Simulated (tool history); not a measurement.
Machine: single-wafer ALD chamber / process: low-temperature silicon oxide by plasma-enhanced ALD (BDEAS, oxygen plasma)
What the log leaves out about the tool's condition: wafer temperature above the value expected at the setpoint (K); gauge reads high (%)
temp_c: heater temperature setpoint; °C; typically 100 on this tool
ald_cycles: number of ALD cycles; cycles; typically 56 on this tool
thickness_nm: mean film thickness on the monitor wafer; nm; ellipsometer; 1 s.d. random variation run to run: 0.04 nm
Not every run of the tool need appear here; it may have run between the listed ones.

run,hour,temp_c,ald_cycles,wafers since the last listed run,hours since the last thermocouple change,hours since the gauge calibration,"read-back reference wafer on the same gauge, thickness_nm",thickness_nm
1,0,91,61,0,986.2,851,9.284,9.882
2,44.2,109,56,185,1030.4,895.2,9.283,8.561
3,75.8,109,56,132,1062,926.8,9.272,8.531
4,137.5,109,56,258,1123.7,988.5,9.29,8.554
5,188,104,56,211,1174.2,1039,9.287,8.662
6,220.8,104,56,137,1207,1071.8,9.292,8.764
7,280.4,112,56,250,1266.6,1131.4,9.266,8.52
8,350.6,112,56,294,1336.8,1201.6,9.305,8.534
9,379.2,100,50,120,1365.4,1230.2,9.295,7.849
10,409.2,97,52,125,1395.4,1260.2,9.287,8.257
11,442.7,97,52,140,1428.9,1293.7,9.292,8.27
12,504,100,56,257,1490.2,1355,9.276,8.834
13,528.9,100,56,104,1515.1,1379.9,9.285,8.866
14,568.1,100,56,164,1554.3,1419.1,9.291,8.842
15,615.8,100,56,200,1602,1466.8,9.285,8.75
16,683.4,91,49,283,1669.6,1534.4,9.285,8.009
17,751.9,91,49,287,1738.1,1602.9,9.301,8.004
# hour 785.2: gauge calibrated
18,803.6,100,56,216,1789.8,18.4,9.307,8.827
19,871.7,100,56,285,1857.9,86.5,9.288,8.776
20,933.6,100,56,259,1919.8,148.4,9.268,8.811
21,1001.2,107,56,283,1987.4,216,9.281,8.614
# hour 1039.9: thermocouple changed; heater temperature recalibrated
22,1058.7,100,56,207,18.8,273.5,9.283,8.677
23,1103.3,100,45,187,63.4,318.1,9.297,7
24,1174.2,112,50,297,134.3,389,9.279,7.549
25,1202.3,100,50,117,162.4,417.1,9.271,7.795
26,1265.6,112,47,265,225.7,480.4,9.305,7.128
27,1337.2,114,67,300,297.3,552,9.286,10.087
28,1363.2,100,56,109,323.3,578,9.301,8.81
29,1411.6,100,56,203,371.7,626.4,9.272,8.691
30,1470.4,86,56,246,430.5,685.2,9.289,9.222
31,1535.8,100,56,274,495.9,750.6,9.295,8.859
32,1601.4,89,56,275,561.5,816.2,9.278,9.175
33,1648.4,100,52,197,608.5,863.2,9.295,8.242
34,1679.2,96,53,129,639.3,894,9.293,8.456
35,1772,100,53,389,732.1,986.8,9.297,8.292
36,1820.9,100,56,205,781,1035.7,9.271,8.762

Predict the results of run 37:
37,1892.7,100,56,301,852.8,1107.5,?,?

{"run 37": {"read-back reference wafer on the same gauge, thickness_nm": 9.308, "thickness_nm": 8.768}}
Had the tool carried no hidden state, the very same run would have given thickness_nm 8.596 nm.
